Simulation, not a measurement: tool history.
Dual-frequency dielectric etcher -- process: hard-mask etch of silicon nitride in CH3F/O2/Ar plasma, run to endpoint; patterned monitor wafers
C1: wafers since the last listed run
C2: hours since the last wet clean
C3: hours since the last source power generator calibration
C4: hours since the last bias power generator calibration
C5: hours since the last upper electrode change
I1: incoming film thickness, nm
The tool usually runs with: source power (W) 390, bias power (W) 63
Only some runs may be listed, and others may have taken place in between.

Run 1, hour 0: usual settings but bias power (W) 68; C1 0; C2 522.7; C3 2689.1; C4 3998.8; C5 2078.6; I1 31.24. Result: endpoint time (s) 44.8.
At hour 80.9: wet clean of the chamber.
Run 2, hour 88.9: usual settings but bias power (W) 68; C1 821; C2 8; C3 2778; C4 4087.7; C5 2167.5; I1 31.62. Result: endpoint time (s) 44.5.
Run 3, hour 170.7: usual settings but bias power (W) 68; C1 1035; C2 89.8; C3 2859.8; C4 4169.5; C5 2249.3; I1 31.37. Result: endpoint time (s) 44.2.
Run 4, hour 260: usual settings; C1 1130; C2 179.1; C3 2949.1; C4 4258.8; C5 2338.6; I1 31.67. Result: endpoint time (s) 46.8.
Run 5, hour 298.8: usual settings; C1 491; C2 217.9; C3 2987.9; C4 4297.6; C5 2377.4; I1 31.54. Result: endpoint time (s) 46.6.
Run 6, hour 403.5: usual settings; C1 1325; C2 322.6; C3 3092.6; C4 4402.3; C5 2482.1; I1 31.33. Result: endpoint time (s) 46.6.
Run 7, hour 440.4: usual settings; C1 467; C2 359.5; C3 3129.5; C4 4439.2; C5 2519; I1 31.43. Result: endpoint time (s) 46.7.
Run 8, hour 485.1: usual settings; C1 565; C2 404.2; C3 3174.2; C4 4483.9; C5 2563.7; I1 31.65. Result: endpoint time (s) 47.2.
Run 9, hour 581.7: usual settings; C1 1222; C2 500.8; C3 3270.8; C4 4580.5; C5 2660.3; I1 31.89. Result: endpoint time (s) 47.5.
Run 10, hour 680.5: usual settings; C1 1250; C2 599.6; C3 3369.6; C4 4679.3; C5 2759.1; I1 31.24. Result: endpoint time (s) 46.7.
At hour 698.5: source power generator calibrated.
At hour 717.5: wet clean of the chamber.
Run 11, hour 728.6: usual settings; C1 318; C2 11.1; C3 30.1; C4 4727.4; C5 2807.2; I1 31.42. Result: endpoint time (s) 46.6.
At hour 765.6: bias power generator calibrated.
Run 12, hour 796.1: usual settings; C1 803; C2 78.6; C3 97.6; C4 30.5; C5 2874.7; I1 31.41. Result: endpoint time (s) 46.5.
Run 13, hour 832.7: usual settings; C1 463; C2 115.2; C3 134.2; C4 67.1; C5 2911.3; I1 31.43. Result: endpoint time (s) 46.4.
Run 14, hour 906.3: usual settings but source power (W) 430, bias power (W) 72; C1 931; C2 188.8; C3 207.8; C4 140.7; C5 2984.9; I1 31.55. Result: endpoint time (s) 42.6.
Run 15, hour 953.7: usual settings but source power (W) 320, bias power (W) 58; C1 600; C2 236.2; C3 255.2; C4 188.1; C5 3032.3; I1 31.22. Result: endpoint time (s) 51.9.
Run 16, hour 1125.6: usual settings; C1 2176; C2 408.1; C3 427.1; C4 360; C5 3204.2; I1 31.77. Result: endpoint time (s) 47.5.
Run 17, hour 1169.2: usual settings but source power (W) 460, bias power (W) 56; C1 551; C2 451.7; C3 470.7; C4 403.6; C5 3247.8; I1 31.76. Result: endpoint time (s) 47.6.
Run 18, hour 1253.9: usual settings but bias power (W) 52; C1 1072; C2 536.4; C3 555.4; C4 488.3; C5 3332.5; I1 31.23. Result: endpoint time (s) 51.7.
At hour 1316.5: wet clean of the chamber.
Run 19, hour 1317: usual settings; C1 494; C2 0.5; C3 618.5; C4 551.4; C5 3395.6; I1 31.37. Result: endpoint time (s) 46.
Run 20, hour 1396.1: usual settings but source power (W) 420, bias power (W) 47; C1 1001; C2 79.6; C3 697.6; C4 630.5; C5 3474.7; I1 31.66. Result: endpoint time (s) 52.7.
Run 21, hour 1481: usual settings but source power (W) 430, bias power (W) 59; C1 1074; C2 164.5; C3 782.5; C4 715.4; C5 3559.6; I1 31.76. Result: endpoint time (s) 46.8.

Run 22 has not been measured yet. What should we expect?
At hour 1587.4: upper electrode replaced.
Run 22, hour 1587.9: usual settings but source power (W) 340, bias power (W) 49; C1 1049; C2 271.4; C3 889.4; C4 822.3; C5 0.5; I1 31.62. Result: endpoint time (s) ?.

{"run 22": {"endpoint time (s)": 56}}
Minus the tool's unlogged condition, the same run would have read endpoint time (s) 55.9.
